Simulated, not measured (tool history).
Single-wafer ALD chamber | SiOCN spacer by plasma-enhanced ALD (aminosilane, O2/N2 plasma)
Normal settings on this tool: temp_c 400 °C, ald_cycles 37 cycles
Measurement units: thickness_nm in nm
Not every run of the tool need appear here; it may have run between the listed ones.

run     day  temp_c  ald_cycles  read-back reference wafer on the same gauge, thickness_nm  thickness_nm
  1   0.000     400          37                                                      2.016         2.173
  2   1.871     400          37                                                      2.022         2.174
  3   4.567     400          37                                                      2.022         2.171
  4   6.117     400          37                                                      2.025         2.182
  5   7.692     400          37                                                      2.025         2.180
  6   9.096     400          37                                                      2.029         2.182
  7  11.871     400          37                                                      2.031         2.193
  8  12.875     400          34                                                      2.035         2.017
  9  15.446     400          34                                                      2.036         2.020
 10  17.925     400          34                                                      2.041         2.016
 11  19.100     400          37                                                      2.042         2.210
 12  20.917     400          37                                                      2.047         2.201
     23.433  -- gauge calibrated
 13  29.396     400          37                                                      2.002         2.169
 14  31.604     400          37                                                      2.001         2.155
     33.225  -- thermocouple changed; heater temperature recalibrated
 15  33.617     400          37                                                      2.003         2.156
 16  35.921     400          43                                                      2.005         2.512
 17  38.558     411          33                                                      2.007         1.863
 18  40.188     411          33                                                      2.005         1.854
 19  43.054     393          37                                                      2.010         2.171
 20  46.971     411          39                                                      2.014         2.201

The next listed run, before its measurement:
 21  49.425     400          37                                                          ?             ?

read-back reference wafer on the same gauge, thickness_nm: 2.016
thickness_nm: 2.173 nm
Were there no unlogged condition in the tool, this run, its random variation unchanged, would have produced thickness_nm 2.158 nm.
